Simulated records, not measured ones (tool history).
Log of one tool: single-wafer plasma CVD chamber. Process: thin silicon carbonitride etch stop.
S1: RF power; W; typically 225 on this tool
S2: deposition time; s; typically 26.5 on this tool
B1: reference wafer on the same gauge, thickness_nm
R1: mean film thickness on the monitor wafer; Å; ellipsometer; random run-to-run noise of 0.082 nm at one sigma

| run | hour | S1 | S2 | B1 | R1 |
|---|---|---|---|---|---|
| 1 | 0.0 | 225 | 26.5 | 17.893 | 160.86 |
| 2 | 24.4 | 225 | 29.8 | 17.915 | 179.79 |
| 3 | 53.7 | 225 | 29.8 | 17.891 | 180.91 |
| 4 | 216.5 | 260 | 26.5 | 17.906 | 166.12 |
| 5 | 264.4 | 260 | 26.5 | 17.916 | 167.13 |
| 6 | 308.5 | 260 | 26.5 | 17.898 | 167.37 |
| 7 | 345.6 | 225 | 26.5 | 17.904 | 159.54 |
|  | 375.4 | RF generator calibrated |
| 8 | 375.9 | 225 | 26.5 | 17.900 | 162.15 |
| 9 | 419.0 | 225 | 26.5 | 17.893 | 162.03 |
| 10 | 488.3 | 225 | 26.5 | 17.905 | 161.41 |
| 11 | 523.4 | 225 | 26.5 | 17.897 | 159.65 |
| 12 | 578.1 | 225 | 26.5 | 17.894 | 160.78 |
|  | 592.2 | gauge calibrated |
| 13 | 646.3 | 225 | 26.5 | 17.898 | 158.83 |
| 14 | 700.7 | 225 | 26.5 | 17.866 | 160.85 |
| 15 | 733.6 | 225 | 26.5 | 17.909 | 160.95 |
| 16 | 798.3 | 225 | 26.5 | 17.869 | 161.94 |
| 17 | 838.4 | 225 | 26.5 | 17.914 | 158.91 |
| 18 | 878.2 | 245 | 29.4 | 17.881 | 184.27 |
| 19 | 942.5 | 245 | 29.7 | 17.900 | 184.43 |
| 20 | 1010.3 | 245 | 22.2 | 17.865 | 137.73 |
| 21 | 1060.1 | 190 | 28.4 | 17.902 | 165.93 |
| 22 | 1102.0 | 225 | 26.5 | 17.906 | 159.59 |
| 23 | 1166.1 | 195 | 26.5 | 17.876 | 156.64 |
| 24 | 1230.5 | 190 | 24.6 | 17.915 | 142.40 |
| 25 | 1276.7 | 205 | 30.7 | 17.885 | 182.55 |
|  | 1295.9 | thermocouple changed; heater temperature recalibrated |
|  | 1301.5 | showerhead replaced |
|  | 1319.4 | RF generator calibrated |
| 26 | 1443.6 | 225 | 24.7 | 17.903 | 150.26 |
| 27 | 1484.3 | 225 | 26.5 | 17.900 | 158.99 |
| 28 | 1552.4 | 225 | 26.5 | 17.890 | 160.48 |
| 29 | 1589.1 | 205 | 30.7 | 17.938 | 182.06 |
| 30 | 1630.6 | 225 | 26.5 | 17.920 | 161.10 |
| 31 | 1698.9 | 240 | 21.5 | 17.883 | 132.68 |
| 32 | 1753.1 | 225 | 26.5 | 17.868 | 160.67 |
| 33 | 1798.6 | 265 | 26.5 | 17.931 | 167.49 |
| 34 | 1846.4 | 185 | 26.5 | 17.923 | 153.24 |
| 35 | 1885.6 | 225 | 29.1 | 17.872 | 176.88 |
| 36 | 1918.5 | 225 | 31.3 | 17.912 | 189.56 |

Consider 3 possible next runs. They are alternatives, not a sequence: every one starts from the tool as it was left by run 36. What does each give?
| A | 1918.9 | 225 | 22.9 | ? | ? |
| B | 1918.9 | 190 | 21.5 | ? | ? |
| C | 1918.9 | 185 | 22.8 | ? | ? |

| run | B1 | R1 |
|---|---|---|
| A | 17.907 | 137.26 |
| B | 17.907 | 123.49 |
| C | 17.907 | 130.09 |
With no hidden state in the tool, these same runs would have given:
| run | R1 |
|---|---|
| A | 137.26 |
| B | 123.49 |
| C | 130.09 |

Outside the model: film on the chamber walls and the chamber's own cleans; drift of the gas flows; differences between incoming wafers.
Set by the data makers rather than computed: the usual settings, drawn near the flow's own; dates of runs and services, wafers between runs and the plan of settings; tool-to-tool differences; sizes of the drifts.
